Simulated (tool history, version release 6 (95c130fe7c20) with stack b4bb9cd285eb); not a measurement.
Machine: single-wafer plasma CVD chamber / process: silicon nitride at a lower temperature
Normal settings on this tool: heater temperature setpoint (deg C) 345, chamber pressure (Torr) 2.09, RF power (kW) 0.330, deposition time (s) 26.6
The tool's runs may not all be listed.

run	hour	heater temperature setpoint (deg C)	chamber pressure (Torr)	RF power (kW)	deposition time (s)	wafers since the last listed run	hours since the last thermocouple change	hours since the last RF generator calibration	hours since the last manometer calibration	hours since the showerhead was replaced	hours since the gauge calibration	read-back reference wafer on the same gauge, thickness_nm	mean film thickness on the monitor wafer (nm)
1	0.0	345	2.09	0.330	26.6	0	1292.3	532.4	1064.5	6154.4	717.9	35.801	34.322
2	20.8	345	2.09	0.330	26.6	586	1313.1	553.2	1085.3	6175.2	738.7	35.805	34.172
# hour 44.9: thermocouple changed; heater temperature recalibrated
3	47.5	345	2.09	0.330	26.6	527	2.6	579.9	1112.0	6201.9	765.4	35.830	34.412
4	79.9	345	2.09	0.330	26.6	914	35.0	612.3	1144.4	6234.3	797.8	35.791	34.417
5	108.0	345	2.09	0.330	26.6	792	63.1	640.4	1172.5	6262.4	825.9	35.784	34.459
6	126.2	337	2.09	0.330	26.6	513	81.3	658.6	1190.7	6280.6	844.1	35.774	34.426
# hour 140.3: gauge calibrated
7	140.5	337	2.09	0.330	26.6	403	95.6	672.9	1205.0	6294.9	0.2	35.785	34.672
# hour 175.1: showerhead replaced
# hour 180.6: capacitance manometer re-zeroed and calibrated
8	181.1	345	2.09	0.330	26.6	764	136.2	713.5	0.5	6.0	40.8	35.802	33.783
9	193.1	345	2.09	0.330	26.6	338	148.2	725.5	12.5	18.0	52.8	35.810	34.055
10	220.0	345	2.09	0.330	26.6	759	175.1	752.4	39.4	44.9	79.7	35.820	33.685
11	255.0	345	2.09	0.265	26.6	987	210.1	787.4	74.4	79.9	114.7	35.828	31.349
12	276.6	333	2.26	0.310	21.5	609	231.7	809.0	96.0	101.5	136.3	35.787	27.574
13	300.0	335	2.09	0.330	26.6	660	255.1	832.4	119.4	124.9	159.7	35.795	33.894
14	326.8	345	1.76	0.330	21.4	756	281.9	859.2	146.2	151.7	186.5	35.779	26.033
15	339.2	345	2.09	0.330	26.6	349	294.3	871.6	158.6	164.1	198.9	35.817	33.525
# hour 347.4: capacitance manometer re-zeroed and calibrated, repeated, since the last time left the tool worse
16	351.8	345	2.09	0.280	24.1	129	306.9	884.2	4.4	176.7	211.5	35.795	29.673
# hour 376.3: RF generator calibrated
17	381.9	345	2.55	0.355	26.6	623	337.0	5.6	34.5	206.8	241.6	35.806	37.412
18	415.4	345	1.92	0.330	22.6	945	370.5	39.1	68.0	240.3	275.1	35.832	28.625
19	446.7	345	2.09	0.330	26.6	883	401.8	70.4	99.3	271.6	306.4	35.770	34.910
20	467.4	335	2.09	0.330	26.6	584	422.5	91.1	120.0	292.3	327.1	35.799	34.828
21	490.9	345	2.09	0.330	31.8	663	446.0	114.6	143.5	315.8	350.6	35.814	41.369
22	515.5	345	2.09	0.290	21.5	694	470.6	139.2	168.1	340.4	375.2	35.793	26.657
23	532.5	345	2.09	0.330	26.6	479	487.6	156.2	185.1	357.4	392.2	35.795	34.894
24	560.7	345	2.09	0.285	23.5	795	515.8	184.4	213.3	385.6	420.4	35.796	28.938
25	584.8	338	2.09	0.360	24.6	680	539.9	208.5	237.4	409.7	444.5	35.807	33.326
26	605.2	351	1.94	0.330	26.6	575	560.3	228.9	257.8	430.1	464.9	35.816	34.020
27	642.5	345	1.90	0.370	23.9	1052	597.6	266.2	295.1	467.4	502.2	35.787	31.584
28	664.0	345	1.74	0.330	26.6	606	619.1	287.7	316.6	488.9	523.7	35.793	33.207
29	686.9	350	2.09	0.330	26.6	646	642.0	310.6	339.5	511.8	546.6	35.820	34.296

The logged runs with the hidden state left out (each run's random variation unchanged):
The hidden state here: wafer temperature above the value expected at the setpoint (K); delivered RF power above the setpoint (%); true pressure above the setpoint (%); gauge reads high (%).
run	mean film thickness on the monitor wafer (nm)
1	34.722
2	34.578
3	34.830
4	34.847
5	34.900
6	34.874
7	35.129
8	34.660
9	34.944
10	34.576
11	32.191
12	28.307
13	34.824
14	26.792
15	34.462
16	29.700
17	37.452
18	28.673
19	34.977
20	34.902
21	41.467
22	26.726
23	34.992
24	29.028
25	33.437
26	34.149
27	31.716
28	33.354
29	34.448
